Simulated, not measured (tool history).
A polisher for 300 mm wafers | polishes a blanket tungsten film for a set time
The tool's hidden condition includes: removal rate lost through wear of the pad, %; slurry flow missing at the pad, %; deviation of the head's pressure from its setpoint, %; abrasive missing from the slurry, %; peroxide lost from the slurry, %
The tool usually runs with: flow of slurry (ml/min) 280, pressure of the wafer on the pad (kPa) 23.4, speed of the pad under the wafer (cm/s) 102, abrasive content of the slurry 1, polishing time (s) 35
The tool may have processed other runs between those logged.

| run | hour | flow of slurry (ml/min) | pressure of the wafer on the pad (kPa) | speed of the pad under the wafer (cm/s) | abrasive content of the slurry | polishing time (s) | wafers since the last listed run | wafers polished on this pad | hours since the slurry nozzle was cleaned | hours since the head pressure was calibrated | hours since the slurry blender was calibrated | hours since the slurry got fresh peroxide | incoming thickness of the incoming film, nm | film removed (nm) |
|---|---|---|---|---|---|---|---|---|---|---|---|---|---|---|
| 1 | 0 | 280 | 18.6 | 102 | 1 | 35 | 0 | 835 | 332.8 | 454.4 | 134 | 62.6 | 730.7 | 120.6 |
| 2 | 30.3 | 280 | 23.4 | 102 | 1 | 35 | 368 | 1204 | 363.1 | 484.7 | 164.3 | 92.9 | 728.1 | 150.2 |
|  | 84.8 | worn pad replaced by a new one |
| 3 | 85.3 | 280 | 23.4 | 102 | 1 | 35 | 620 | 6 | 418.1 | 539.7 | 219.3 | 147.9 | 723.6 | 148.9 |
|  | 107.6 | slurry tank refilled with fresh slurry and peroxide |
|  | 126.9 | slurry blender recalibrated |
| 4 | 141.2 | 280 | 23.4 | 102 | 1 | 35 | 643 | 650 | 474 | 595.6 | 14.3 | 33.6 | 728.2 | 152.9 |
|  | 150.7 | slurry nozzle cleaned |
| 5 | 181.5 | 280 | 23.4 | 102 | 1 | 35 | 478 | 1128 | 30.8 | 635.9 | 54.6 | 73.9 | 721.6 | 152.6 |
| 6 | 211.5 | 280 | 23.4 | 102 | 1 | 35 | 365 | 1493 | 60.8 | 665.9 | 84.6 | 103.9 | 722.9 | 149.4 |
|  | 250.9 | worn pad replaced by a new one |
| 7 | 262.7 | 280 | 23.4 | 102 | 1.2 | 35 | 574 | 143 | 112 | 717.1 | 135.8 | 155.1 | 724.1 | 158.5 |
|  | 272.1 | slurry tank refilled with fresh slurry and peroxide |
| 8 | 309.9 | 280 | 23.4 | 102 | 1.2 | 35 | 562 | 705 | 159.2 | 764.3 | 183 | 37.8 | 713.4 | 158.5 |
| 9 | 352.3 | 280 | 23.4 | 102 | 1 | 35 | 515 | 1221 | 201.6 | 806.7 | 225.4 | 80.2 | 718.6 | 148.2 |
|  | 391.1 | worn pad replaced by a new one, of another model than before |
|  | 396 | slurry blender recalibrated |
| 10 | 405.4 | 280 | 17.9 | 102 | 0.85 | 35 | 573 | 149 | 254.7 | 859.8 | 9.4 | 133.3 | 714.5 | 126 |
| 11 | 440.6 | 250 | 23.4 | 102 | 1.15 | 35 | 428 | 577 | 289.9 | 895 | 44.6 | 168.5 | 713.8 | 154.8 |
|  | 442.3 | slurry tank refilled with fresh slurry and peroxide |
| 12 | 472.8 | 250 | 23.4 | 102 | 1.15 | 35 | 379 | 957 | 322.1 | 927.2 | 76.8 | 30.5 | 719.7 | 157.3 |
|  | 512.2 | head pressure recalibrated |
| 13 | 512.7 | 210 | 27.6 | 102 | 0.85 | 25 | 461 | 1418 | 362 | 0.5 | 116.7 | 70.4 | 709.2 | 109 |
| 14 | 552.3 | 280 | 23.4 | 102 | 1 | 35 | 481 | 1900 | 401.6 | 40.1 | 156.3 | 110 | 721.2 | 150.4 |
|  | 560 | slurry nozzle cleaned |
|  | 560.8 | worn pad replaced by a new one |
|  | 595.4 | slurry tank refilled with fresh slurry and peroxide |
| 15 | 600.3 | 280 | 19.3 | 130 | 1.2 | 35 | 549 | 467 | 40.3 | 88.1 | 204.3 | 4.9 | 706.4 | 168.4 |
|  | 607 | slurry blender recalibrated |
| 16 | 633.1 | 375 | 17.2 | 102 | 1 | 35 | 374 | 842 | 73.1 | 120.9 | 26.1 | 37.7 | 730.6 | 136.5 |
|  | 710.3 | worn pad replaced by a new one |
| 17 | 712.4 | 280 | 23.4 | 114 | 0.7 | 42 | 916 | 25 | 152.4 | 200.2 | 105.4 | 117 | 710.9 | 176.2 |
|  | 746 | slurry tank refilled with fresh slurry and peroxide |
| 18 | 764.1 | 280 | 23.4 | 102 | 1 | 35 | 616 | 642 | 204.1 | 251.9 | 157.1 | 18.1 | 719.2 | 150.1 |

Alternative continuations, all from the tool just after run 18; predict every row:
| A | 764.5 | 280 | 23.4 | 102 | 1 | 35 | 4 | 647 | 204.5 | 252.3 | 157.5 | 18.5 | 724.1 | ? |
| B | 764.5 | 355 | 19.3 | 128 | 1 | 43 | 4 | 647 | 204.5 | 252.3 | 157.5 | 18.5 | 724.1 | ? |
| C | 764.5 | 370 | 23.4 | 118 | 1 | 46 | 4 | 647 | 204.5 | 252.3 | 157.5 | 18.5 | 724.1 | ? |
| D | 764.5 | 185 | 20 | 82 | 1 | 35 | 4 | 647 | 204.5 | 252.3 | 157.5 | 18.5 | 724.1 | ? |

| run | film removed (nm) |
|---|---|
| A | 151.1 |
| B | 199 |
| C | 223.2 |
| D | 116.3 |
Without the tool's unlogged condition, the same runs would have read:
| run | film removed (nm) |
|---|---|
| A | 153.5 |
| B | 202.1 |
| C | 226.7 |
| D | 118.2 |
